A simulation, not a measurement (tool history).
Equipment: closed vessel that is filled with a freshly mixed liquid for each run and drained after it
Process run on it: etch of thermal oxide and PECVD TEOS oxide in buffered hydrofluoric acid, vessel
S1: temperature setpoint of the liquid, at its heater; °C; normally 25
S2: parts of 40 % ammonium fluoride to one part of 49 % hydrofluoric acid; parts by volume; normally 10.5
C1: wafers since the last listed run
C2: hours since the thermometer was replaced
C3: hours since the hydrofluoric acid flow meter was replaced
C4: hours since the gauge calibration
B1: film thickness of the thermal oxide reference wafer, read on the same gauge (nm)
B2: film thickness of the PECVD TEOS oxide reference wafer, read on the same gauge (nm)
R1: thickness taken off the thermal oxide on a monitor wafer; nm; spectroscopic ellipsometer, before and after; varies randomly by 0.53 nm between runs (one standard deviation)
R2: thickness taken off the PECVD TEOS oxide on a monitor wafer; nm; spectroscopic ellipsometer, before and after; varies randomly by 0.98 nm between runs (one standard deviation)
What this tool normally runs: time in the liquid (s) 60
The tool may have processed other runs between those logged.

run 1 hour=0 | S1=25 S2=10.5 time_in_the_liquid_(s)=60 | C1=0 C2=1600.4 C3=974.2 C4=20.2 | B1=119.98 B2=99.99 | R1=54.06 R2=110.15
-- hour=6.3 thermometer replaced
run 2 hour=12.1 | S1=22.5 S2=10.5 time_in_the_liquid_(s)=60 | C1=1008 C2=5.8 C3=986.3 C4=32.3 | B1=120 B2=99.99 | R1=54.53 R2=111.54
run 3 hour=22.9 | S1=22.5 S2=10.5 time_in_the_liquid_(s)=60 | C1=980 C2=16.6 C3=997.1 C4=43.1 | B1=120.01 B2=100 | R1=53.9 R2=111.52
run 4 hour=34.9 | S1=22.5 S2=10.5 time_in_the_liquid_(s)=60 | C1=1089 C2=28.6 C3=1009.1 C4=55.1 | B1=120.02 B2=100.02 | R1=53.75 R2=110.99
run 5 hour=42.7 | S1=25 S2=10.5 time_in_the_liquid_(s)=60 | C1=708 C2=36.4 C3=1016.9 C4=62.9 | B1=120.01 B2=99.98 | R1=60.79 R2=125.12
run 6 hour=54.1 | S1=25 S2=10.5 time_in_the_liquid_(s)=60 | C1=1035 C2=47.8 C3=1028.3 C4=74.3 | B1=120.01 B2=99.98 | R1=61.94 R2=125.83
run 7 hour=63.7 | S1=20 S2=10.5 time_in_the_liquid_(s)=35 | C1=871 C2=57.4 C3=1037.9 C4=83.9 | B1=120 B2=100 | R1=27.23 R2=55.81
run 8 hour=74.3 | S1=25 S2=10.5 time_in_the_liquid_(s)=60 | C1=962 C2=68 C3=1048.5 C4=94.5 | B1=120.03 B2=100.02 | R1=61.68 R2=126.78
run 9 hour=87.7 | S1=28 S2=7 time_in_the_liquid_(s)=60 | C1=1217 C2=81.4 C3=1061.9 C4=107.9 | B1=119.99 B2=100.02 | R1=102.89 R2=213.23
run 10 hour=100.6 | S1=25 S2=10.5 time_in_the_liquid_(s)=85 | C1=1171 C2=94.3 C3=1074.8 C4=120.8 | B1=120 B2=99.99 | R1=85.74 R2=178.62
run 11 hour=118.4 | S1=25 S2=10.5 time_in_the_liquid_(s)=60 | C1=1616 C2=112.1 C3=1092.6 C4=138.6 | B1=120.01 B2=99.98 | R1=60.99 R2=124.84
run 12 hour=125 | S1=21.5 S2=10.5 time_in_the_liquid_(s)=60 | C1=599 C2=118.7 C3=1099.2 C4=145.2 | B1=120 B2=99.99 | R1=50.31 R2=103.03
run 13 hour=131.7 | S1=25 S2=7.5 time_in_the_liquid_(s)=60 | C1=608 C2=125.4 C3=1105.9 C4=151.9 | B1=119.99 B2=100.01 | R1=80.67 R2=170.22
-- hour=163.2 hydrofluoric acid flow meter replaced
run 14 hour=178.1 | S1=25 S2=11.5 time_in_the_liquid_(s)=85 | C1=4123 C2=171.8 C3=14.9 C4=198.3 | B1=119.99 B2=100 | R1=87.9 R2=180.26
run 15 hour=188.9 | S1=22 S2=9.5 time_in_the_liquid_(s)=35 | C1=980 C2=182.6 C3=25.7 C4=209.1 | B1=120 B2=99.99 | R1=35.99 R2=75.05
run 16 hour=239 | S1=29.5 S2=8.5 time_in_the_liquid_(s)=60 | C1=4550 C2=232.7 C3=75.8 C4=259.2 | B1=119.99 B2=100.01 | R1=101.58 R2=211.13
run 17 hour=255.4 | S1=29 S2=10.5 time_in_the_liquid_(s)=75 | C1=1489 C2=249.1 C3=92.2 C4=275.6 | B1=119.98 B2=99.99 | R1=102.67 R2=212.66
run 18 hour=266 | S1=27 S2=7.5 time_in_the_liquid_(s)=40 | C1=962 C2=259.7 C3=102.8 C4=286.2 | B1=120 B2=99.97 | R1=67.72 R2=139.19
run 19 hour=282.4 | S1=20.5 S2=9 time_in_the_liquid_(s)=75 | C1=1489 C2=276.1 C3=119.2 C4=302.6 | B1=120.01 B2=99.99 | R1=73.25 R2=148.85
run 20 hour=294.3 | S1=20.5 S2=9 time_in_the_liquid_(s)=75 | C1=1080 C2=288 C3=131.1 C4=314.5 | B1=119.99 B2=100.02 | R1=73.56 R2=150.08
run 21 hour=306.2 | S1=25 S2=10.5 time_in_the_liquid_(s)=60 | C1=1080 C2=299.9 C3=143 C4=326.4 | B1=120 B2=100 | R1=65.41 R2=137.24
run 22 hour=341.4 | S1=27.5 S2=10.5 time_in_the_liquid_(s)=60 | C1=3197 C2=335.1 C3=178.2 C4=361.6 | B1=120.01 B2=99.99 | R1=75.15 R2=155.49
-- hour=348.9 gauge calibrated
run 23 hour=352.1 | S1=22.5 S2=9 time_in_the_liquid_(s)=75 | C1=971 C2=345.8 C3=188.9 C4=3.2 | B1=120 B2=99.99 | R1=80.58 R2=166.7
run 24 hour=363.7 | S1=27 S2=10.5 time_in_the_liquid_(s)=80 | C1=1053 C2=357.4 C3=200.5 C4=14.8 | B1=119.99 B2=100.02 | R1=95.82 R2=199.24
run 25 hour=376 | S1=21.5 S2=9 time_in_the_liquid_(s)=60 | C1=1117 C2=369.7 C3=212.8 C4=27.1 | B1=119.99 B2=99.97 | R1=60.98 R2=125.67

Below are 5 alternative next runs, each starting from the tool's condition after run 25. Predict each:
run A hour=376.7 | S1=21 S2=10.5 time_in_the_liquid_(s)=60 | C1=63 C2=370.4 C3=213.5 C4=27.8 | B1=? B2=? | R1=? R2=?
run B hour=376.7 | S1=25 S2=12.5 time_in_the_liquid_(s)=85 | C1=63 C2=370.4 C3=213.5 C4=27.8 | B1=? B2=? | R1=? R2=?
run C hour=376.7 | S1=25 S2=10.5 time_in_the_liquid_(s)=90 | C1=63 C2=370.4 C3=213.5 C4=27.8 | B1=? B2=? | R1=? R2=?
run D hour=376.7 | S1=30 S2=10.5 time_in_the_liquid_(s)=70 | C1=63 C2=370.4 C3=213.5 C4=27.8 | B1=? B2=? | R1=? R2=?
run E hour=376.7 | S1=25 S2=14 time_in_the_liquid_(s)=60 | C1=63 C2=370.4 C3=213.5 C4=27.8 | B1=? B2=? | R1=? R2=?

run=A B1=119.99 B2=100.01 R1=52.36 R2=108.57
run=B B1=119.99 B2=100.01 R1=77.99 R2=161.73
run=C B1=119.99 B2=100.01 R1=97.92 R2=203.04
run=D B1=119.99 B2=100.01 R1=99.53 R2=206.39
run=E B1=119.99 B2=100.01 R1=49.27 R2=102.16
What these runs would have given with no unlogged condition in the tool:
run=A R1=55.65 R2=115.39
run=B R1=82.83 R2=171.75
run=C R1=103.96 R2=215.58
run=D R1=105.56 R2=218.88
run=E R1=52.32 R2=108.5
